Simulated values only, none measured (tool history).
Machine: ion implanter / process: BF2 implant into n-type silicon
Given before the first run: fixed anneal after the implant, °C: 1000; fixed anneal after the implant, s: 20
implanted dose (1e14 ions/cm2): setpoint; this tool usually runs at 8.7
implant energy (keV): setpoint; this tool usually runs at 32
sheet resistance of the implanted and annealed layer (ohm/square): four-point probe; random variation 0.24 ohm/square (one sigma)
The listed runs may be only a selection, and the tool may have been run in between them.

| run | hour | implanted dose (1e14 ions/cm2) | implant energy (keV) | wafers since the last listed run | hours since the last dose calibration | hours since the extraction supply was calibrated | hours since the gauge calibration | read-back reference wafer on the same gauge, sheet resistance | sheet resistance of the implanted and annealed layer (ohm/square) |
|---|---|---|---|---|---|---|---|---|---|
| 1 | 0 | 9.56 | 32 | 0 | 1810 | 3655.7 | 105.2 | 132.57 | 154.42 |
| 2 | 16.1 | 9.56 | 32 | 324 | 1826.1 | 3671.8 | 121.3 | 132.7 | 154.97 |
| 3 | 33.4 | 9.56 | 32 | 348 | 1843.4 | 3689.1 | 138.6 | 132.76 | 155.08 |
| 4 | 47.6 | 8.7 | 38.5 | 285 | 1857.6 | 3703.3 | 152.8 | 132.89 | 151.89 |
| 5 | 65.5 | 8.7 | 32 | 360 | 1875.5 | 3721.2 | 170.7 | 132.99 | 162.05 |
| 6 | 74.4 | 8.7 | 32 | 179 | 1884.4 | 3730.1 | 179.6 | 133 | 161.4 |
| 7 | 82.1 | 8.7 | 26.5 | 155 | 1892.1 | 3737.8 | 187.3 | 133.06 | 173.58 |
|  | 91.8 | extraction supply calibrated |
|  | 97.9 | gauge calibrated |
| 8 | 98.6 | 8.7 | 26.5 | 171 | 1908.6 | 6.8 | 0.7 | 132.14 | 172.28 |
| 9 | 107.6 | 8.7 | 26.5 | 181 | 1917.6 | 15.8 | 9.7 | 132.2 | 172.38 |
| 10 | 114.1 | 8.7 | 32 | 130 | 1924.1 | 22.3 | 16.2 | 132.21 | 160.57 |
| 11 | 125 | 8.7 | 32 | 219 | 1935 | 33.2 | 27.1 | 132.28 | 160.73 |
| 12 | 137.7 | 7.27 | 29 | 255 | 1947.7 | 45.9 | 39.8 | 132.37 | 182.82 |
|  | 151.4 | Faraday cup replaced and dose calibrated |
| 13 | 151.9 | 6.76 | 37.5 | 124 | 0.5 | 60.1 | 54 | 132.39 | 178.63 |
| 14 | 159.2 | 8.03 | 35 | 147 | 7.8 | 67.4 | 61.3 | 132.46 | 162.8 |
| 15 | 167.1 | 10.32 | 38 | 159 | 15.7 | 75.3 | 69.2 | 132.54 | 139.87 |
| 16 | 179.9 | 8.7 | 32 | 257 | 28.5 | 88.1 | 82 | 132.51 | 161.05 |
| 17 | 187.4 | 8.7 | 32 | 151 | 36 | 95.6 | 89.5 | 132.63 | 161.3 |
| 18 | 197.6 | 10.79 | 32 | 205 | 46.2 | 105.8 | 99.7 | 132.62 | 147.43 |
| 19 | 211.6 | 6.52 | 23 | 281 | 60.2 | 119.8 | 113.7 | 132.73 | 209.05 |
| 20 | 227.9 | 10.42 | 27.5 | 328 | 76.5 | 136.1 | 130 | 132.82 | 159.58 |
| 21 | 245.6 | 6.67 | 32 | 356 | 94.2 | 153.8 | 147.7 | 132.94 | 187.68 |
| 22 | 257.3 | 10.51 | 32 | 235 | 105.9 | 165.5 | 159.4 | 133.01 | 149.21 |

Here are 4 independent what-if runs from the current tool condition. What would each one return?
| A | 257.7 | 8.7 | 32 | 8 | 106.3 | 165.9 | 159.8 | ? | ? |
| B | 257.7 | 7.35 | 37 | 8 | 106.3 | 165.9 | 159.8 | ? | ? |
| C | 257.7 | 8.7 | 37.5 | 8 | 106.3 | 165.9 | 159.8 | ? | ? |
| D | 257.7 | 6.64 | 39 | 8 | 106.3 | 165.9 | 159.8 | ? | ? |

| run | read-back reference wafer on the same gauge, sheet resistance | sheet resistance of the implanted and annealed layer (ohm/square) |
|---|---|---|
| A | 132.98 | 161.57 |
| B | 132.98 | 169.98 |
| C | 132.98 | 153.19 |
| D | 132.98 | 179.93 |
Without the tool's unlogged condition, the same runs would have read:
| run | sheet resistance of the implanted and annealed layer (ohm/square) |
|---|---|
| A | 160.36 |
| B | 168.71 |
| C | 152.04 |
| D | 178.59 |
